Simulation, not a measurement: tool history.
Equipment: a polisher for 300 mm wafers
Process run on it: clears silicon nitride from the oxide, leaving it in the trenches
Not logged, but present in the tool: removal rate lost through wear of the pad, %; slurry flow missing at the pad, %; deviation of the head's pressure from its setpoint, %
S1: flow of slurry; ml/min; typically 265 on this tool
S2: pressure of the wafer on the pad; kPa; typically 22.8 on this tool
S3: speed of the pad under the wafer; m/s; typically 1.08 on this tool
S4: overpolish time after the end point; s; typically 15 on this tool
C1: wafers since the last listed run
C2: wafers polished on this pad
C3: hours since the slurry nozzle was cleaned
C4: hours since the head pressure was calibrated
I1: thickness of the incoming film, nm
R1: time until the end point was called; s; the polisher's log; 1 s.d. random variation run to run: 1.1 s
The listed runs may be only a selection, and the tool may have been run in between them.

Run 1, hour 0.0: usual settings; C1 0; C2 1460; C3 94.0; C4 159.3; I1 99.6. Result: R1 89.2 s.
Run 2, hour 158.1: usual settings; C1 1340; C2 2800; C3 252.1; C4 317.4; I1 99.9. Result: R1 88.2 s.
Run 3, hour 210.0: usual settings; C1 440; C2 3240; C3 304.0; C4 369.3; I1 101.3. Result: R1 88.7 s.
At hour 219.5: worn pad replaced by a new one.
At hour 229.8: slurry nozzle cleaned.
Run 4, hour 239.2: usual settings; C1 205; C2 158; C3 9.4; C4 398.5; I1 99.3. Result: R1 88.4 s.
At hour 252.8: head pressure recalibrated.
Run 5, hour 275.2: usual settings but S2 25.5 kPa; C1 288; C2 446; C3 45.4; C4 22.4; I1 100.7. Result: R1 79.9 s.
Run 6, hour 306.5: usual settings but S2 25.5 kPa; C1 265; C2 712; C3 76.7; C4 53.7; I1 98.6. Result: R1 77.1 s.
Run 7, hour 371.7: usual settings but S4 21 s; C1 552; C2 1265; C3 141.9; C4 118.9; I1 98.9. Result: R1 87.3 s.
Run 8, hour 427.8: usual settings but S4 21 s; C1 475; C2 1740; C3 198.0; C4 175.0; I1 100.8. Result: R1 89.3 s.
Run 9, hour 492.9: usual settings but S1 245 ml/min, S2 27.6 kPa; C1 552; C2 2292; C3 263.1; C4 240.1; I1 100.7. Result: R1 73.4 s.
Run 10, hour 522.5: usual settings but S1 245 ml/min, S2 27.6 kPa; C1 251; C2 2543; C3 292.7; C4 269.7; I1 100.1. Result: R1 73.7 s.
At hour 571.4: slurry nozzle cleaned.
Run 11, hour 575.4: usual settings but S1 245 ml/min, S2 27.6 kPa; C1 440; C2 2984; C3 4.0; C4 322.6; I1 100.3. Result: R1 74.5 s.
At hour 584.7: worn pad replaced by a new one.
Run 12, hour 638.4: usual settings but S2 18.6 kPa; C1 500; C2 454; C3 67.0; C4 385.6; I1 101.1. Result: R1 111.4 s.
At hour 749.4: head pressure recalibrated.
Run 13, hour 755.7: usual settings; C1 977; C2 1432; C3 184.3; C4 6.3; I1 101.4. Result: R1 90.0 s.
Run 14, hour 799.3: usual settings; C1 369; C2 1802; C3 227.9; C4 49.9; I1 100.6. Result: R1 87.9 s.
Run 15, hour 825.0: usual settings; C1 217; C2 2020; C3 253.6; C4 75.6; I1 101.1. Result: R1 88.8 s.
Run 16, hour 896.6: usual settings; C1 607; C2 2627; C3 325.2; C4 147.2; I1 100.1. Result: R1 88.2 s.
At hour 918.4: worn pad replaced by a new one.
At hour 928.4: slurry nozzle cleaned.
Run 17, hour 964.8: usual settings but S1 210 ml/min, S2 27.6 kPa, S3 0.82 m/s, S4 13 s; C1 535; C2 384; C3 36.4; C4 215.4; I1 99.4. Result: R1 96.8 s.
Run 18, hour 999.9: usual settings; C1 297; C2 682; C3 71.5; C4 250.5; I1 100.6. Result: R1 89.0 s.
Run 19, hour 1071.8: usual settings but S3 0.76 m/s, S4 7 s; C1 609; C2 1292; C3 143.4; C4 322.4; I1 100.8. Result: R1 124.4 s.
Run 20, hour 1134.9: usual settings but S1 340 ml/min, S2 27.6 kPa; C1 535; C2 1827; C3 206.5; C4 385.5; I1 101.1. Result: R1 71.0 s.
At hour 1216.9: head pressure recalibrated.
At hour 1264.3: slurry nozzle cleaned.
At hour 1276.3: worn pad replaced by a new one.
Run 21, hour 1276.8: usual settings but S2 20.7 kPa; C1 1144; C2 4; C3 12.5; C4 59.9; I1 100.8. Result: R1 100.3 s.
Run 22, hour 1344.5: usual settings but S1 185 ml/min; C1 574; C2 578; C3 80.2; C4 127.6; I1 100.1. Result: R1 94.0 s.
Run 23, hour 1412.9: usual settings but S1 185 ml/min; C1 580; C2 1158; C3 148.6; C4 196.0; I1 100.0. Result: R1 92.7 s.
Run 24, hour 1481.3: usual settings; C1 580; C2 1738; C3 217.0; C4 264.4; I1 100.9. Result: R1 90.6 s.
Run 25, hour 1519.5: usual settings but S1 305 ml/min, S3 0.90 m/s; C1 323; C2 2062; C3 255.2; C4 302.6; I1 100.6. Result: R1 104.4 s.
Run 26, hour 1579.4: usual settings; C1 508; C2 2570; C3 315.1; C4 362.5; I1 99.4. Result: R1 87.9 s.
At hour 1640.7: worn pad replaced by a new one.
Run 27, hour 1644.2: usual settings but S1 355 ml/min, S3 1.30 m/s; C1 515; C2 29; C3 379.9; C4 427.3; I1 99.6. Result: R1 71.7 s.
At hour 1646.5: slurry nozzle cleaned.
At hour 1663.0: head pressure recalibrated.
Run 28, hour 1695.1: usual settings but S1 300 ml/min, S3 0.96 m/s, S4 18 s; C1 406; C2 436; C3 48.6; C4 32.1; I1 102.2. Result: R1 99.6 s.
Run 29, hour 1765.5: usual settings; C1 597; C2 1033; C3 119.0; C4 102.5; I1 98.4. Result: R1 85.4 s.
Run 30, hour 1802.2: usual settings but S1 335 ml/min; C1 311; C2 1344; C3 155.7; C4 139.2; I1 100.4. Result: R1 86.7 s.
Run 31, hour 1827.8: usual settings but S1 290 ml/min, S2 29.0 kPa; C1 217; C2 1561; C3 181.3; C4 164.8; I1 100.4. Result: R1 69.1 s.
Run 32, hour 1854.9: usual settings but S3 1.34 m/s, S4 22 s; C1 229; C2 1791; C3 208.4; C4 191.9; I1 101.4. Result: R1 72.7 s.

The tool's hidden state at each run:
removal rate lost through wear of the pad, %: 0 in every run
slurry flow missing at the pad, %: 0 in every run
deviation of the head's pressure from its setpoint, %: 0 in every run
